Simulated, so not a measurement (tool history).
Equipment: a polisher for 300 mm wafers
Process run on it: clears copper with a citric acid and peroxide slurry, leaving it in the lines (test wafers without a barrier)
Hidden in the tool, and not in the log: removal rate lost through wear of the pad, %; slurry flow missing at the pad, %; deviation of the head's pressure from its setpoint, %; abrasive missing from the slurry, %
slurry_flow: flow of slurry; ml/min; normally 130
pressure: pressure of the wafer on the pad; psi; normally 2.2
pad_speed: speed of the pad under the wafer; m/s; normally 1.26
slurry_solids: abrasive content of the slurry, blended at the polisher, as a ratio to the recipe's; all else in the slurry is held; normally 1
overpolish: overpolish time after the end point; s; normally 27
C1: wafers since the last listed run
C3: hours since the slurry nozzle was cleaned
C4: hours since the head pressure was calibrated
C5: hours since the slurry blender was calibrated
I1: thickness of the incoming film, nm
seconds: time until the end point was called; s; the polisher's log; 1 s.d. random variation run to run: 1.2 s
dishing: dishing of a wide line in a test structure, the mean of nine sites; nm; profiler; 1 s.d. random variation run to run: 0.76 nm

{"run": 1, "hour": 0.0, "slurry_flow": 130, "pressure": 2.2, "pad_speed": 1.12, "slurry_solids": 1, "overpolish": 27, "C1": 0, "wafers polished on this pad": 776, "C3": 577.3, "C4": 395.4, "C5": 227, "I1": 241.2, "seconds": 126.3, "dishing": 38}
{"run": 2, "hour": 10.3, "slurry_flow": 130, "pressure": 2.2, "pad_speed": 1.12, "slurry_solids": 1, "overpolish": 27, "C1": 87, "wafers polished on this pad": 863, "C3": 587.6, "C4": 405.7, "C5": 237.3, "I1": 242.9, "seconds": 124.2, "dishing": 38.1}
{"run": 3, "hour": 22.8, "slurry_flow": 130, "pressure": 2.2, "pad_speed": 1.12, "slurry_solids": 1, "overpolish": 27, "C1": 105, "wafers polished on this pad": 969, "C3": 600.1, "C4": 418.2, "C5": 249.8, "I1": 242.5, "seconds": 126.2, "dishing": 37.3}
{"run": 4, "hour": 36.7, "slurry_flow": 130, "pressure": 2.5, "pad_speed": 1.26, "slurry_solids": 0.8, "overpolish": 27, "C1": 117, "wafers polished on this pad": 1086, "C3": 614, "C4": 432.1, "C5": 263.7, "I1": 249.7, "seconds": 108.1, "dishing": 42.6}
{"run": 5, "hour": 44.7, "slurry_flow": 130, "pressure": 1.9, "pad_speed": 1.26, "slurry_solids": 1, "overpolish": 27, "C1": 67, "wafers polished on this pad": 1154, "C3": 622, "C4": 440.1, "C5": 271.7, "I1": 243.8, "seconds": 132.5, "dishing": 34.8}
{"hour": 53.3, "done": "worn pad replaced by a new one"}
{"run": 6, "hour": 54.6, "slurry_flow": 130, "pressure": 1.9, "pad_speed": 1.26, "slurry_solids": 1, "overpolish": 27, "C1": 49, "wafers polished on this pad": 11, "C3": 631.9, "C4": 450, "C5": 281.6, "I1": 245.4, "seconds": 128.5, "dishing": 35.4}
{"run": 7, "hour": 62.3, "slurry_flow": 130, "pressure": 1.9, "pad_speed": 1.26, "slurry_solids": 1, "overpolish": 27, "C1": 65, "wafers polished on this pad": 76, "C3": 639.6, "C4": 457.7, "C5": 289.3, "I1": 244.4, "seconds": 127.7, "dishing": 34.8}
{"run": 8, "hour": 75.5, "slurry_flow": 130, "pressure": 2.2, "pad_speed": 0.98, "slurry_solids": 1, "overpolish": 27, "C1": 111, "wafers polished on this pad": 187, "C3": 652.8, "C4": 470.9, "C5": 302.5, "I1": 245.1, "seconds": 140, "dishing": 34.7}
{"run": 9, "hour": 100.5, "slurry_flow": 130, "pressure": 1.8, "pad_speed": 1.26, "slurry_solids": 0.8, "overpolish": 27, "C1": 211, "wafers polished on this pad": 398, "C3": 677.8, "C4": 495.9, "C5": 327.5, "I1": 244.7, "seconds": 140.6, "dishing": 33.1}
{"hour": 105.2, "done": "head pressure recalibrated"}
{"run": 10, "hour": 112.7, "slurry_flow": 130, "pressure": 1.8, "pad_speed": 1.26, "slurry_solids": 0.8, "overpolish": 27, "C1": 86, "wafers polished on this pad": 485, "C3": 690, "C4": 7.5, "C5": 339.7, "I1": 245.1, "seconds": 143.3, "dishing": 33.2}
{"hour": 122.6, "done": "slurry blender recalibrated"}
{"run": 11, "hour": 123.1, "slurry_flow": 130, "pressure": 3, "pad_speed": 1.26, "slurry_solids": 0.8, "overpolish": 27, "C1": 70, "wafers polished on this pad": 556, "C3": 700.4, "C4": 17.9, "C5": 0.5, "I1": 246.6, "seconds": 84.5, "dishing": 52.3}
{"run": 12, "hour": 130.0, "slurry_flow": 130, "pressure": 2.2, "pad_speed": 1.26, "slurry_solids": 1, "overpolish": 39, "C1": 58, "wafers polished on this pad": 614, "C3": 707.3, "C4": 24.8, "C5": 7.4, "I1": 240.5, "seconds": 104.5, "dishing": 55.6}
{"run": 13, "hour": 142.8, "slurry_flow": 130, "pressure": 2.2, "pad_speed": 1.26, "slurry_solids": 1, "overpolish": 27, "C1": 108, "wafers polished on this pad": 722, "C3": 720.1, "C4": 37.6, "C5": 20.2, "I1": 245.6, "seconds": 106.5, "dishing": 42.6}
{"hour": 159.2, "done": "slurry nozzle cleaned"}
{"run": 14, "hour": 166.7, "slurry_flow": 115, "pressure": 1.7, "pad_speed": 1.26, "slurry_solids": 1.1, "overpolish": 27, "C1": 193, "wafers polished on this pad": 916, "C3": 7.5, "C4": 61.5, "C5": 44.1, "I1": 242.4, "seconds": 136.6, "dishing": 33.3}
{"hour": 182.4, "done": "worn pad replaced by a new one"}
{"run": 15, "hour": 182.9, "slurry_flow": 130, "pressure": 2.2, "pad_speed": 1.26, "slurry_solids": 1, "overpolish": 27, "C1": 103, "wafers polished on this pad": 4, "C3": 23.7, "C4": 77.7, "C5": 60.3, "I1": 242.1, "seconds": 109.5, "dishing": 41.2}
{"run": 16, "hour": 195.6, "slurry_flow": 130, "pressure": 2.2, "pad_speed": 1.42, "slurry_solids": 1, "overpolish": 43, "C1": 107, "wafers polished on this pad": 111, "C3": 36.4, "C4": 90.4, "C5": 73, "I1": 242.2, "seconds": 100.1, "dishing": 62.7}
{"run": 17, "hour": 202.2, "slurry_flow": 130, "pressure": 2.2, "pad_speed": 1.26, "slurry_solids": 0.7, "overpolish": 27, "C1": 55, "wafers polished on this pad": 167, "C3": 43, "C4": 97, "C5": 79.6, "I1": 243.8, "seconds": 118.1, "dishing": 37.4}
{"run": 18, "hour": 239.8, "slurry_flow": 130, "pressure": 2.2, "pad_speed": 0.96, "slurry_solids": 1.3, "overpolish": 27, "C1": 317, "wafers polished on this pad": 484, "C3": 80.6, "C4": 134.6, "C5": 117.2, "I1": 244.3, "seconds": 129.1, "dishing": 35.6}
{"run": 19, "hour": 247.7, "slurry_flow": 130, "pressure": 2.2, "pad_speed": 1.26, "slurry_solids": 1, "overpolish": 27, "C1": 66, "wafers polished on this pad": 551, "C3": 88.5, "C4": 142.5, "C5": 125.1, "I1": 242.2, "seconds": 109.1, "dishing": 40.8}
{"run": 20, "hour": 254.5, "slurry_flow": 130, "pressure": 2.7, "pad_speed": 1.02, "slurry_solids": 0.9, "overpolish": 27, "C1": 57, "wafers polished on this pad": 609, "C3": 95.3, "C4": 149.3, "C5": 131.9, "I1": 246.9, "seconds": 114.3, "dishing": 41.3}

Each row is a separate what-if for the run after 20, all from the same tool condition, not one after another. Results?
{"run": "A", "hour": 255.0, "slurry_flow": 130, "pressure": 2.2, "pad_speed": 1.26, "slurry_solids": 1, "overpolish": 27, "C1": 4, "wafers polished on this pad": 613, "C3": 95.8, "C4": 149.8, "C5": 132.4, "I1": 247, "seconds": "?", "dishing": "?"}
{"run": "B", "hour": 255.0, "slurry_flow": 150, "pressure": 2.2, "pad_speed": 0.86, "slurry_solids": 1, "overpolish": 27, "C1": 4, "wafers polished on this pad": 613, "C3": 95.8, "C4": 149.8, "C5": 132.4, "I1": 247, "seconds": "?", "dishing": "?"}
{"run": "C", "hour": 255.0, "slurry_flow": 130, "pressure": 2.9, "pad_speed": 1.26, "slurry_solids": 1, "overpolish": 22, "C1": 4, "wafers polished on this pad": 613, "C3": 95.8, "C4": 149.8, "C5": 132.4, "I1": 247, "seconds": "?", "dishing": "?"}
{"run": "D", "hour": 255.0, "slurry_flow": 90, "pressure": 1.7, "pad_speed": 1.26, "slurry_solids": 0.85, "overpolish": 16, "C1": 4, "wafers polished on this pad": 613, "C3": 95.8, "C4": 149.8, "C5": 132.4, "I1": 247, "seconds": "?", "dishing": "?"}
{"run": "E", "hour": 255.0, "slurry_flow": 130, "pressure": 1.7, "pad_speed": 1.26, "slurry_solids": 1, "overpolish": 27, "C1": 4, "wafers polished on this pad": 613, "C3": 95.8, "C4": 149.8, "C5": 132.4, "I1": 247, "seconds": "?", "dishing": "?"}

run=A seconds=112.5 dishing=42
run=B seconds=146.1 dishing=33.8
run=C seconds=87.8 dishing=44.3
run=D seconds=160.5 dishing=19.3
run=E seconds=140.9 dishing=34.3
Take away the tool's hidden state, keep each run's random variation, and the runs would have read:
run=A seconds=106.4 dishing=44
run=B seconds=138.1 dishing=35.5
run=C seconds=83 dishing=46.4
run=D seconds=151.8 dishing=20.3
run=E seconds=133.1 dishing=35.9

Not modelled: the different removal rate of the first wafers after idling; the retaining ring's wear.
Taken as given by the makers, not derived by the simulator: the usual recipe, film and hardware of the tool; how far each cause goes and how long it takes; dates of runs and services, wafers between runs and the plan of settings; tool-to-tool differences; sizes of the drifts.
